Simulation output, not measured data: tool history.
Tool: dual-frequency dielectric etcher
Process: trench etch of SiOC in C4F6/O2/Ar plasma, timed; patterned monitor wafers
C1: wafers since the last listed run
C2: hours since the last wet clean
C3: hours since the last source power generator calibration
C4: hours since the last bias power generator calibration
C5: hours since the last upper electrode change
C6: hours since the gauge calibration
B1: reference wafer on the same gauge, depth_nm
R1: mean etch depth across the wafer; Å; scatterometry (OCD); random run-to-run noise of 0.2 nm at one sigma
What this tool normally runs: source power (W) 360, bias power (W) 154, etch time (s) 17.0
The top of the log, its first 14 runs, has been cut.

Run 15, day 6.758: usual settings but source power (W) 400, etch time (s) 20.5; C1 161; C2 373.4; C3 3193.2; C4 112.7; C5 111.6; C6 601.8; B1 26.03. Result: R1 397.3 Å.
Run 16, day 7.125: usual settings but etch time (s) 18.5; C1 83; C2 382.2; C3 3202.0; C4 121.5; C5 120.4; C6 610.6; B1 26.09. Result: R1 347.8 Å.
At day 7.604: source power generator calibrated.
At day 7.750: gauge calibrated.
At day 8.362: wet clean of the chamber.
Run 17, day 8.383: usual settings; C1 76; C2 0.5; C3 18.7; C4 151.7; C5 150.6; C6 15.2; B1 26.13. Result: R1 303.6 Å.
Run 18, day 8.396: usual settings but source power (W) 310, bias power (W) 117; C1 2; C2 0.8; C3 19.0; C4 152.0; C5 150.9; C6 15.5; B1 26.12. Result: R1 273.5 Å.
Run 19, day 8.729: usual settings but source power (W) 330, bias power (W) 141; C1 76; C2 8.8; C3 27.0; C4 160.0; C5 158.9; C6 23.5; B1 26.13. Result: R1 290.7 Å.
Run 20, day 9.088: usual settings but source power (W) 410; C1 81; C2 17.4; C3 35.6; C4 168.6; C5 167.5; C6 32.1; B1 26.13. Result: R1 315.4 Å.
Run 21, day 9.404: usual settings but source power (W) 430, bias power (W) 140, etch time (s) 21.5; C1 72; C2 25.0; C3 43.2; C4 176.2; C5 175.1; C6 39.7; B1 26.16. Result: R1 393.9 Å.
Run 22, day 10.079: usual settings; C1 154; C2 41.2; C3 59.4; C4 192.4; C5 191.3; C6 55.9; B1 26.09. Result: R1 305.6 Å.
Run 23, day 10.754: usual settings but source power (W) 410, bias power (W) 136; C1 154; C2 57.4; C3 75.6; C4 208.6; C5 207.5; C6 72.1; B1 26.15. Result: R1 305.3 Å.
Run 24, day 11.108: usual settings but source power (W) 420, bias power (W) 144; C1 80; C2 65.9; C3 84.1; C4 217.1; C5 216.0; C6 80.6; B1 26.14. Result: R1 312.7 Å.
Run 25, day 11.388: usual settings but source power (W) 420, bias power (W) 125, etch time (s) 21.0; C1 63; C2 72.6; C3 90.8; C4 223.8; C5 222.7; C6 87.3; B1 26.09. Result: R1 372.9 Å.

Run 26, settings as shown, results not yet in. Your forecast:
Run 26, day 11.900: usual settings; C1 117; C2 84.9; C3 103.1; C4 236.1; C5 235.0; C6 99.6; B1 ?. Result: R1 ?.

{"run 26": {"B1": 26.08, "R1": 307.4}}
Had the tool carried no hidden state, the very same run would have given R1 306.0 Å.

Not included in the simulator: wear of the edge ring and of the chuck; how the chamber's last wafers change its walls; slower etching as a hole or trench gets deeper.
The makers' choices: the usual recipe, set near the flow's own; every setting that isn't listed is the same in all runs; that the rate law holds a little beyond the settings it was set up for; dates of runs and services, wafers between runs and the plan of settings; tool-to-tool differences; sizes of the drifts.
